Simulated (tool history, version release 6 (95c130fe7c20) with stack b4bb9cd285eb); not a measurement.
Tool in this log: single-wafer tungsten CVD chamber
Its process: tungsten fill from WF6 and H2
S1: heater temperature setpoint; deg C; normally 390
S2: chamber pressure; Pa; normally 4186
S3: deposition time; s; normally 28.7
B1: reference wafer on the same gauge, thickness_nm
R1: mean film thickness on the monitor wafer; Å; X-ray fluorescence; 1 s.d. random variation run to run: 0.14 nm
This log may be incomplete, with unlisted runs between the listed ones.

| run | day | S1 | S2 | S3 | B1 | R1 |
|---|---|---|---|---|---|---|
| 1 | 0.000 | 390 | 4626 | 28.7 | 55.230 | 690.55 |
| 2 | 12.088 | 390 | 4186 | 25.6 | 55.146 | 582.49 |
| 3 | 14.675 | 402 | 4186 | 28.7 | 55.170 | 844.74 |
| 4 | 17.167 | 402 | 4186 | 28.7 | 55.258 | 842.99 |
| 5 | 20.767 | 402 | 4186 | 28.7 | 55.250 | 839.24 |
| 6 | 23.575 | 390 | 4186 | 28.7 | 55.210 | 650.53 |
|  | 24.071 | capacitance manometer re-zeroed and calibrated |
| 7 | 25.375 | 390 | 4186 | 28.7 | 55.242 | 649.91 |
|  | 26.783 | thermocouple changed; heater temperature recalibrated |
| 8 | 27.812 | 390 | 4186 | 28.7 | 55.205 | 634.90 |
|  | 29.104 | showerhead replaced |
| 9 | 31.942 | 404 | 4186 | 28.7 | 55.173 | 851.42 |
|  | 34.721 | gauge calibrated |
| 10 | 36.162 | 396 | 3373 | 32.5 | 55.223 | 727.35 |
|  | 38.883 | thermocouple changed; heater temperature recalibrated, repeated, since the last time left the tool worse |
| 11 | 38.908 | 390 | 3706 | 25.9 | 55.222 | 568.55 |
| 12 | 40.958 | 395 | 3280 | 26.8 | 55.212 | 609.61 |
| 13 | 43.996 | 390 | 4186 | 28.7 | 55.213 | 669.81 |
| 14 | 47.400 | 390 | 4880 | 23.7 | 55.120 | 602.44 |
| 15 | 49.725 | 390 | 4453 | 28.7 | 55.249 | 695.28 |
| 16 | 53.767 | 375 | 3386 | 28.7 | 55.174 | 422.20 |

Table of differences, measured result less the result of that run with no hidden state. Run-to-run variation is the same in both. Gauge scatter possibly is not:
The tool's hidden condition here consists of: wafer temperature above the value expected at the setpoint (K); true pressure above the setpoint (%); gauge reads high (%).
| run | R1 |
|---|---|
| 1 | -18.26 |
| 2 | -17.62 |
| 3 | -23.69 |
| 4 | -24.23 |
| 5 | -24.99 |
| 6 | -22.03 |
| 7 | -22.38 |
| 8 | -38.72 |
| 9 | -47.53 |
| 10 | -44.31 |
| 11 | +0.38 |
| 12 | +0.03 |
| 13 | -0.58 |
| 14 | -1.14 |
| 15 | -1.81 |
| 16 | -1.73 |
